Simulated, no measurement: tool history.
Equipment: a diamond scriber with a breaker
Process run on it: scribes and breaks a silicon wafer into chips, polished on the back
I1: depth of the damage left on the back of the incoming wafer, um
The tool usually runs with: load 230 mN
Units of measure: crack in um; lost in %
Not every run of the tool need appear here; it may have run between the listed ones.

Run 1, hour 0.0: usual settings; I1 0.04. Result: crack 13.26 um, lost 0.56 %.
Run 2, hour 68.7: usual settings; I1 0.02. Result: crack 13.17 um, lost 0.55 %.
Run 3, hour 128.3: usual settings; I1 0.03. Result: crack 13.37 um, lost 0.56 %.
Run 4, hour 200.4: usual settings; I1 0.04. Result: crack 13.22 um, lost 0.55 %.
Run 5, hour 247.0: usual settings; I1 0.03. Result: crack 13.12 um, lost 0.53 %.
Run 6, hour 331.4: usual settings; I1 0.04. Result: crack 13.19 um, lost 0.55 %.
At hour 368.1: diamond tip replaced by a new one.
Run 7, hour 410.8: usual settings; I1 0.04. Result: crack 13.17 um, lost 0.57 %.
Run 8, hour 481.6: usual settings; I1 0.04. Result: crack 12.75 um, lost 0.57 %.
Run 9, hour 562.4: usual settings but load 272 mN; I1 0.03. Result: crack 14.17 um, lost 1.23 %.
Run 10, hour 638.9: usual settings but load 272 mN; I1 0.02. Result: crack 14.20 um, lost 1.21 %.
Run 11, hour 703.9: usual settings but load 272 mN; I1 0.02. Result: crack 14.42 um, lost 1.09 %.
Run 12, hour 747.7: usual settings; I1 0.05. Result: crack 12.53 um, lost 0.63 %.
Run 13, hour 803.5: usual settings but load 275 mN; I1 0.04. Result: crack 14.19 um, lost 1.05 %.
Run 14, hour 890.8: usual settings but load 211 mN; I1 0.04. Result: crack 11.89 um, lost 1.33 %.
Run 15, hour 973.2: usual settings but load 211 mN; I1 0.04. Result: crack 11.86 um, lost 1.50 %.
Run 16, hour 1044.8: usual settings; I1 0.03. Result: crack 12.42 um, lost 0.91 %.
Run 17, hour 1092.6: usual settings but load 282 mN; I1 0.02. Result: crack 14.07 um, lost 0.90 %.
Run 18, hour 1169.7: usual settings but load 282 mN; I1 0.03. Result: crack 13.60 um, lost 0.79 %.
At hour 1219.7: load on the tip recalibrated.
At hour 1233.5: diamond tip replaced by a new one, of another model than before.
Run 19, hour 1237.3: usual settings but load 177 mN; I1 0.04. Result: crack 9.69 um, lost 7.71 %.
Run 20, hour 1334.5: usual settings but load 250 mN; I1 0.04. Result: crack 14.58 um, lost 1.25 %.
Run 21, hour 1431.3: usual settings; I1 0.04. Result: crack 13.06 um, lost 0.56 %.
Run 22, hour 1517.3: usual settings but load 169 mN; I1 0.03. Result: crack 9.07 um, lost 11.21 %.
Run 23, hour 1574.6: usual settings; I1 0.04. Result: crack 13.27 um, lost 0.56 %.
Run 24, hour 1679.3: usual settings but load 209 mN; I1 0.03. Result: crack 11.85 um, lost 1.50 %.
Run 25, hour 1737.0: usual settings but load 212 mN; I1 0.05. Result: crack 11.73 um, lost 1.34 %.
Run 26, hour 1788.5: usual settings but load 188 mN; I1 0.02. Result: crack 10.37 um, lost 5.04 %.
Run 27, hour 1834.2: usual settings; I1 0.03. Result: crack 12.99 um, lost 0.56 %.
Run 28, hour 1968.1: usual settings but load 279 mN; I1 0.03. Result: crack 15.70 um, lost 3.16 %.
Run 29, hour 2018.7: usual settings but load 253 mN; I1 0.04. Result: crack 14.13 um, lost 0.97 %.
Run 30, hour 2062.6: usual settings; I1 0.01. Result: crack 12.86 um, lost 0.59 %.
Run 31, hour 2106.0: usual settings but load 250 mN; I1 0.03. Result: crack 13.79 um, lost 0.75 %.
Run 32, hour 2202.3: usual settings but load 195 mN; I1 0.03. Result: crack 10.45 um, lost 4.91 %.

Estimate the outcome of run 33 from the log above:
At hour 2222.9: diamond tip replaced by a new one.
Run 33, hour 2300.8: usual settings; I1 0.03. Result: crack ?, lost ?.

crack: 12.46 um
lost: 0.84 %
Minus the tool's unlogged condition, the same run would have read crack 13.21 um, lost 0.54 %.
